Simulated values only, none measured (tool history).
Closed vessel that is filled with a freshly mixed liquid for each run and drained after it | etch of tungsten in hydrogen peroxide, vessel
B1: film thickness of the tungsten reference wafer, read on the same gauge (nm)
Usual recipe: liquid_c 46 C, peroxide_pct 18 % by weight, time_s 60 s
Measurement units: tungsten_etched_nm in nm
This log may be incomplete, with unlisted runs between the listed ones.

Run 1, hour 0: usual settings but peroxide_pct 22 % by weight; B1 59.99. Result: tungsten_etched_nm 107.92 nm.
Run 2, hour 6.8: usual settings but peroxide_pct 15.5 % by weight; B1 59.98. Result: tungsten_etched_nm 90.79 nm.
Run 3, hour 15.7: usual settings but peroxide_pct 15.5 % by weight; B1 60.02. Result: tungsten_etched_nm 90.39 nm.
Run 4, hour 27.5: usual settings but peroxide_pct 15.5 % by weight; B1 59.98. Result: tungsten_etched_nm 90.29 nm.
Run 5, hour 38.6: usual settings; B1 59.97. Result: tungsten_etched_nm 97.27 nm.
Run 6, hour 46: usual settings but liquid_c 50 C; B1 59.99. Result: tungsten_etched_nm 124.94 nm.
Run 7, hour 54.1: usual settings but liquid_c 50 C; B1 60.01. Result: tungsten_etched_nm 124.63 nm.
Run 8, hour 71.5: usual settings but liquid_c 42.5 C; B1 60. Result: tungsten_etched_nm 77.44 nm.
Run 9, hour 86.4: usual settings but liquid_c 42.5 C; B1 60.02. Result: tungsten_etched_nm 77.49 nm.
Run 10, hour 99.7: usual settings but liquid_c 39.5 C; B1 59.98. Result: tungsten_etched_nm 63.31 nm.
Run 11, hour 117: usual settings but time_s 45 s; B1 59.99. Result: tungsten_etched_nm 72.21 nm.
Run 12, hour 131.1: usual settings but time_s 45 s; B1 59.99. Result: tungsten_etched_nm 72.16 nm.
At hour 140.2: new drum of peroxide connected.
At hour 141.2: peroxide flow meter replaced.
Run 13, hour 148.3: usual settings but time_s 85 s; B1 59.98. Result: tungsten_etched_nm 141.93 nm.
At hour 157.2: gauge calibrated.
Run 14, hour 161.5: usual settings but time_s 85 s; B1 60.02. Result: tungsten_etched_nm 142.96 nm.
Run 15, hour 197: usual settings but liquid_c 54 C, peroxide_pct 22.5 % by weight, time_s 80 s; B1 59.99. Result: tungsten_etched_nm 244.53 nm.
Run 16, hour 205.7: usual settings but liquid_c 37.5 C, time_s 45 s; B1 60.02. Result: tungsten_etched_nm 43.14 nm.
Run 17, hour 211.8: usual settings; B1 60. Result: tungsten_etched_nm 99.75 nm.
Run 18, hour 223.7: usual settings but peroxide_pct 15.5 % by weight, time_s 80 s; B1 60. Result: tungsten_etched_nm 123.96 nm.
Run 19, hour 234.9: usual settings; B1 59.98. Result: tungsten_etched_nm 99.83 nm.

What will run 20 give?
Run 20, hour 247.7: usual settings but peroxide_pct 13 % by weight, time_s 90 s; B1 ?. Result: tungsten_etched_nm ?.

Run 20 measured B1 59.95, tungsten_etched_nm 127.09 nm.
Take away the tool's hidden state, keep the run-to-run variation as it was, and the same run would have given tungsten_etched_nm 139.04 nm.
